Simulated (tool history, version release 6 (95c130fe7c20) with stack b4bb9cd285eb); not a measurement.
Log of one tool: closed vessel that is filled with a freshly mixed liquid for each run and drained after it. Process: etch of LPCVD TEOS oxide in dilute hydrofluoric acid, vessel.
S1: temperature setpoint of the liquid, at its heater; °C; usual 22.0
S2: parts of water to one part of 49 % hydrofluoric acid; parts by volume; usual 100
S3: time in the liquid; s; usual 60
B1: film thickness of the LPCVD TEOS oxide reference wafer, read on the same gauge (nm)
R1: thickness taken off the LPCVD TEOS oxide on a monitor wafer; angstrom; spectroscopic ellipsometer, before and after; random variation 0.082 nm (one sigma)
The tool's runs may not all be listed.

Run 1, day 0.000: usual settings; B1 119.99. Result: R1 94.0 angstrom.
Run 2, day 1.104: usual settings; B1 120.00. Result: R1 95.1 angstrom.
Run 3, day 1.746: usual settings; B1 119.97. Result: R1 95.4 angstrom.
Run 4, day 2.696: usual settings; B1 120.02. Result: R1 95.5 angstrom.
Run 5, day 3.579: usual settings; B1 119.99. Result: R1 94.9 angstrom.
Run 6, day 4.512: usual settings but S2 110 parts by volume; B1 119.99. Result: R1 84.7 angstrom.
Run 7, day 5.296: usual settings but S2 110 parts by volume; B1 120.00. Result: R1 86.3 angstrom.
At day 5.771: hydrofluoric acid flow meter replaced.
Run 8, day 6.554: usual settings; B1 120.00. Result: R1 96.6 angstrom.
At day 6.612: gauge calibrated.
At day 6.692: thermometer replaced.
Run 9, day 7.104: usual settings; B1 120.01. Result: R1 89.4 angstrom.
Run 10, day 8.208: usual settings but S1 17.0 °C, S3 40 s; B1 119.99. Result: R1 48.1 angstrom.
Run 11, day 9.033: usual settings; B1 120.00. Result: R1 87.9 angstrom.
Run 12, day 9.758: usual settings but S3 90 s; B1 120.00. Result: R1 135.2 angstrom.
Run 13, day 10.371: usual settings but S3 30 s; B1 119.99. Result: R1 45.0 angstrom.
Run 14, day 11.208: usual settings; B1 120.00. Result: R1 88.3 angstrom.
Run 15, day 12.029: usual settings but S1 20.0 °C, S2 50 parts by volume, S3 95 s; B1 120.00. Result: R1 279.0 angstrom.
Run 16, day 12.746: usual settings but S1 23.5 °C; B1 120.00. Result: R1 95.4 angstrom.
Run 17, day 13.758: usual settings but S1 17.0 °C; B1 120.01. Result: R1 71.8 angstrom.
Run 18, day 15.008: usual settings; B1 120.03. Result: R1 90.3 angstrom.

4 ways to go on from here, each from the tool as it stands after run 18. What would each give?
Run A, day 15.038: usual settings but S3 35 s; B1 ?. Result: R1 ?.
Run B, day 15.038: usual settings but S1 24.5 °C, S2 125 parts by volume, S3 50 s; B1 ?. Result: R1 ?.
Run C, day 15.038: usual settings but S1 19.0 °C, S2 130 parts by volume, S3 30 s; B1 ?. Result: R1 ?.
Run D, day 15.038: usual settings but S3 85 s; B1 ?. Result: R1 ?.

run      B1     R1
  A  119.99   52.9
  B  119.99   64.7
  C  119.99   29.9
  D  119.99  128.6
Without the tool's hidden state the same runs would have given:
run     R1
  A   51.0
  B   62.4
  C   28.8
  D  123.8

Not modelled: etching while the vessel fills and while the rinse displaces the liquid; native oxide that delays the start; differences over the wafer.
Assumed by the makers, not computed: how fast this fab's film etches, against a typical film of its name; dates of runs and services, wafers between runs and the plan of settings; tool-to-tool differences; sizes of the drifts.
